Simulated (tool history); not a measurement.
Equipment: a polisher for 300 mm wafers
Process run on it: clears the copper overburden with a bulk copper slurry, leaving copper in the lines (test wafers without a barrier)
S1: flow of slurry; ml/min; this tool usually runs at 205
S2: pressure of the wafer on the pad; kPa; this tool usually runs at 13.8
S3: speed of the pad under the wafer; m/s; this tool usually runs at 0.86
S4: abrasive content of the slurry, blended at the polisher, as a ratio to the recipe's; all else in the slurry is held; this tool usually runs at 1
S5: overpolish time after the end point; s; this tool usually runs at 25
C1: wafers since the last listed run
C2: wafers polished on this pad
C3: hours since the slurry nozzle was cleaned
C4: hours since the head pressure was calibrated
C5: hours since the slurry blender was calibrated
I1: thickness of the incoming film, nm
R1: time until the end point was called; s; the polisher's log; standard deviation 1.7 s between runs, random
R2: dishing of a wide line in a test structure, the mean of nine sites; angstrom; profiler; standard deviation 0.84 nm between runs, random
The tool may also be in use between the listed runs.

run	hour	S1	S2	S3	S4	S5	C1	C2	C3	C4	C5	I1	R1	R2
1	0	240	13.8	0.86	1	25	0	6004	462	536.3	119.6	585.8	121.5	370
2	61.3	240	13.8	0.86	1	25	697	6701	523.3	597.6	180.9	580.4	120.7	379
# hour 90.6: worn pad replaced by a new one
3	91.5	205	13.8	0.58	1	12	298	10	553.5	627.8	211.1	592.4	185.9	200
4	153.2	225	10.3	0.86	0.85	18	701	712	615.2	689.5	272.8	584.2	151.5	287
5	195.4	205	11	0.86	0.7	25	480	1192	657.4	731.7	315	584	151.7	342
# hour 228.3: slurry nozzle cleaned
6	256.4	205	13.8	0.86	1	25	682	1875	28.1	792.7	376	595.7	131.6	376
7	316.5	205	13.8	0.86	1	25	683	2559	88.2	852.8	436.1	588.4	130.6	380
8	359.5	180	12.4	0.86	1	25	489	3048	131.2	895.8	479.1	594.3	139.3	350
9	418.1	205	13.8	0.68	1.25	25	666	3715	189.8	954.4	537.7	578.8	150.4	333
10	488.1	155	9	0.86	0.9	16	796	4511	259.8	1024.4	607.7	578.6	175	236
# hour 498.5: slurry blender recalibrated
11	554.1	205	13.8	0.86	1	25	728	5239	325.8	1090.4	55.6	576	118	369
# hour 611.5: worn pad replaced by a new one
12	615.2	205	9	0.96	1	25	649	42	386.9	1151.5	116.7	586.1	144.7	328
13	653.4	260	12.4	0.86	1	17	434	476	425.1	1189.7	154.9	581.1	128.7	311
# hour 697.2: head pressure recalibrated
14	700	205	13.8	0.58	1	12	507	984	471.7	2.8	201.5	589.1	187.2	200
# hour 752.5: slurry nozzle cleaned
15	759.3	140	9.7	0.86	1	25	663	1647	6.8	62.1	260.8	593.1	170.4	318
16	807.5	205	15.9	1.06	1	25	548	2195	55	110.3	309	593.7	97.3	413
17	840.1	260	13.8	0.86	1.15	25	370	2566	87.6	142.9	341.6	581	120.9	380
18	907.1	205	13.8	0.86	1.2	32	762	3328	154.6	209.9	408.6	591.8	124.4	394
19	978.8	205	13.8	0.74	1	25	815	4144	226.3	281.6	480.3	583.3	150.1	347
20	1027	240	18.6	0.86	1	25	548	4693	274.5	329.8	528.5	585.3	101.5	394
# hour 1077.8: worn pad replaced by a new one
21	1091.4	205	13.8	0.86	1	25	687	155	338.9	394.2	592.9	586.3	127.2	358
# hour 1119: slurry blender recalibrated
22	1134.4	150	18.6	0.86	1	35	466	621	381.9	437.2	15.4	590.9	102.4	445
23	1180.6	205	15.2	0.86	1	25	525	1147	428.1	483.4	61.6	594.8	114.1	400
24	1237.1	205	13.8	0.86	1	25	642	1790	484.6	539.9	118.1	593.4	121.3	375
25	1266.8	205	13.8	0.86	1	25	337	2128	514.3	569.6	147.8	581.3	124.2	364
26	1296.7	185	13.8	0.86	1	12	340	2468	544.2	599.5	177.7	587.5	127.9	258
# hour 1302.9: slurry nozzle cleaned
27	1364.6	150	18.6	0.86	0.9	25	761	3229	61.7	667.4	245.6	579	105.3	397

Had the tool no unlogged condition, and each run kept its random variation, what would the results have been?
The hidden state here: removal rate lost through wear of the pad, %; slurry flow missing at the pad, %; deviation of the head's pressure from its setpoint, %; abrasive missing from the slurry, %.
run	R1	R2
1	116.7	375
2	114.4	386
3	175.4	209
4	142	297
5	141.8	352
6	122	385
7	120.7	391
8	128.5	361
9	138.2	345
10	161	249
11	114.4	373
12	137.8	334
13	121.5	320
14	175.2	210
15	158.1	328
16	89.8	421
17	111.1	391
18	113.7	402
19	136.9	360
20	92.4	404
21	115.6	370
22	101	446
23	110.8	403
24	116	380
25	118	370
26	120.7	267
27	98.4	405

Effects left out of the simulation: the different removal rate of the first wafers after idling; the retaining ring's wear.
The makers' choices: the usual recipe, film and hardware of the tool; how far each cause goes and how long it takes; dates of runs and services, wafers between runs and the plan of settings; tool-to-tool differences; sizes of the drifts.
